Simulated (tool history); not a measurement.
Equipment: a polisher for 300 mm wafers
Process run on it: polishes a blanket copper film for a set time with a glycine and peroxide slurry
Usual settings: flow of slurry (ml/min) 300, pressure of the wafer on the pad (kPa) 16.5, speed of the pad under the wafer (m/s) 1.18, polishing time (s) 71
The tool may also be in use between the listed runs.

| run | hour | flow of slurry (ml/min) | pressure of the wafer on the pad (kPa) | speed of the pad under the wafer (m/s) | polishing time (s) | incoming thickness of the incoming film, nm | film removed (angstrom) |
|---|---|---|---|---|---|---|---|
| 1 | 0 | 300 | 16.5 | 1.18 | 71 | 1114.2 | 4717 |
|  | 11.7 | worn pad replaced by a new one |
| 2 | 105.5 | 300 | 16.5 | 1.18 | 71 | 1139.1 | 4578 |
| 3 | 207.7 | 380 | 16.5 | 1.5 | 71 | 1136.5 | 5780 |
| 4 | 420.9 | 300 | 16.5 | 1.18 | 71 | 1122.9 | 4521 |
|  | 471.7 | head pressure recalibrated |
| 5 | 472.2 | 300 | 16.5 | 1.18 | 71 | 1102.8 | 4521 |
|  | 483.6 | slurry nozzle cleaned |
| 6 | 577.4 | 300 | 16.5 | 1.18 | 71 | 1120.3 | 4845 |
| 7 | 647.4 | 260 | 16.5 | 1.18 | 71 | 1115.8 | 4629 |
| 8 | 733.2 | 300 | 16.5 | 1.18 | 71 | 1096.1 | 4822 |
|  | 769.9 | worn pad replaced by a new one |
| 9 | 799.8 | 300 | 16.5 | 1.18 | 71 | 1115.7 | 4728 |
| 10 | 1032.5 | 300 | 16.5 | 1.18 | 71 | 1119.6 | 4631 |
| 11 | 1078.7 | 300 | 16.5 | 1.18 | 71 | 1125.8 | 4660 |
| 12 | 1171.9 | 300 | 16.5 | 1.18 | 71 | 1129.7 | 4587 |
|  | 1267.1 | head pressure recalibrated |
| 13 | 1274.6 | 300 | 16.5 | 1.18 | 71 | 1125.4 | 4520 |
| 14 | 1339.8 | 300 | 16.5 | 1.18 | 71 | 1134.4 | 4609 |
| 15 | 1390 | 300 | 16.5 | 1.18 | 60 | 1124.6 | 3804 |
|  | 1408.4 | slurry nozzle cleaned |
| 16 | 1440.3 | 300 | 16.5 | 1.18 | 48 | 1130.4 | 3204 |
| 17 | 1476.3 | 300 | 13.1 | 1.34 | 64 | 1112.5 | 4224 |
| 18 | 1550.2 | 300 | 16.5 | 1.38 | 54 | 1115.6 | 4082 |
| 19 | 1639.5 | 260 | 13.8 | 1 | 71 | 1124.1 | 3631 |
|  | 1674.6 | worn pad replaced by a new one |
| 20 | 1741.7 | 300 | 16.5 | 1.18 | 71 | 1124.1 | 4720 |
| 21 | 1820.9 | 340 | 11 | 0.92 | 55 | 1110 | 2423 |
| 22 | 1883.1 | 300 | 16.5 | 1.18 | 71 | 1117.1 | 4748 |
| 23 | 1937.8 | 300 | 13.1 | 0.84 | 71 | 1137.5 | 3103 |
|  | 1994.1 | head pressure recalibrated |
| 24 | 2033.8 | 400 | 11.7 | 1 | 78 | 1140 | 3782 |
| 25 | 2113.7 | 300 | 16.5 | 1.18 | 71 | 1111.7 | 4686 |
|  | 2151.2 | slurry nozzle cleaned |
| 26 | 2177.7 | 235 | 16.5 | 1.18 | 71 | 1145.6 | 4726 |
| 27 | 2249.8 | 400 | 17.9 | 0.94 | 49 | 1145.1 | 2960 |
| 28 | 2339.9 | 300 | 16.5 | 1.18 | 71 | 1123.2 | 4661 |
|  | 2425.5 | worn pad replaced by a new one |
| 29 | 2628.6 | 300 | 16.5 | 1.3 | 71 | 1124.1 | 5069 |
| 30 | 2691.5 | 300 | 16.5 | 1.18 | 71 | 1099.1 | 4690 |
|  | 2732.6 | head pressure recalibrated |
| 31 | 2758.4 | 300 | 16.5 | 1.18 | 71 | 1112.9 | 4598 |
| 32 | 2844.4 | 300 | 16.5 | 0.84 | 71 | 1131.4 | 3426 |

Run 33 is up next; what results do you expect?
| 33 | 3013.9 | 300 | 16.5 | 1.18 | 84 | 1118.3 | ? |

film removed (angstrom): 5205
Minus the tool's unlogged condition, the same run would have read film removed (angstrom) 5615.
